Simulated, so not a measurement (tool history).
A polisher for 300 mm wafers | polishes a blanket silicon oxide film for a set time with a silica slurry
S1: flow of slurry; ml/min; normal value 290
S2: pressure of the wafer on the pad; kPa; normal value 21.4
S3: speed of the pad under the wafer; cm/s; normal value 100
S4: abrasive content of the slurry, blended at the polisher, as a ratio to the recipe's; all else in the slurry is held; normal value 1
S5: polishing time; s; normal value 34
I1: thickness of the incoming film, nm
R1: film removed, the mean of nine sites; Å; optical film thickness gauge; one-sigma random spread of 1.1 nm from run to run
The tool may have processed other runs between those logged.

run     day   S1    S2   S3    S4  S5      I1    R1
  1       0  290  21.4  100     1  34  1498.7   949
  2   0.612  215  21.4  100     1  34  1505.7   927
       0.85  -- worn pad replaced by a new one
  3   1.154  215  21.4  100     1  34  1500.5   913
  4   1.862  290  21.4  100   1.2  34  1496.9  1047
  5   2.146  290  21.4  100   1.2  34  1500.3  1050
  6   2.675  290  21.4  100   1.2  34  1506.8  1060
      4.204  -- worn pad replaced by a new one
  7   4.358  365  21.4  100     1  34    1484   987
  8       5  365  21.4  100     1  34  1502.5   999
  9   5.558  290  21.4  100     1  34  1502.7   968
 10   5.871  290  17.9  100     1  34  1484.8   857
 11   6.196  290  17.9  100     1  34  1518.1   848
 12    6.75  290  17.9  100     1  34  1510.1   857
      6.883  -- slurry nozzle cleaned
 13   7.112  290  21.4  100     1  34  1483.4   982
      7.446  -- worn pad replaced by a new one
 14   7.554  195  19.3  134     1  34  1515.2  1084
      7.892  -- conditioning disc replaced and pad reconditioned
 15   8.212  380  17.9  100     1  26  1503.3   676
 16   8.679  290  16.5  100     1  34  1500.8   796
 17   8.967  290  21.4  100     1  34    1486   996
      9.067  -- slurry blender recalibrated
 18   9.362  290  21.4  100   1.2  34  1505.1  1075
     10.446  -- head pressure recalibrated
     10.896  -- worn pad replaced by a new one
 19  11.117  290  15.2  100     1  34  1494.1   721
 20  11.725  235  16.5  118     1  34  1478.4   839
 21  12.096  320  17.9  100   1.2  34  1497.5   883
 22  12.817  290  21.4  100  1.15  29  1482.3   839
 23  13.458  290  21.4  100  0.75  44  1495.4  1028
 24  14.058  290  23.4  100     1  34  1480.3  1007
     14.396  -- worn pad replaced by a new one
 25  14.721  195  24.8  116     1  34  1474.6  1117
 26  15.121  290  21.4  100     1  34    1485   924

4 options for the next run, each taken on its own from the tool as it stands now. Forecast them:
  A  15.138  290  21.4  100  0.9  34  1486.4   ?
  B  15.138  335  21.4  116  0.8  41  1486.4   ?
  C  15.138  290  21.4  100    1  28  1486.4   ?
  D  15.138  330  21.4  100    1  34  1486.4   ?

run    R1
  A   878
  B  1132
  C   764
  D   939
Without the tool's unlogged condition, the same runs would have read:
run    R1
  A   869
  B  1120
  C   756
  D   929
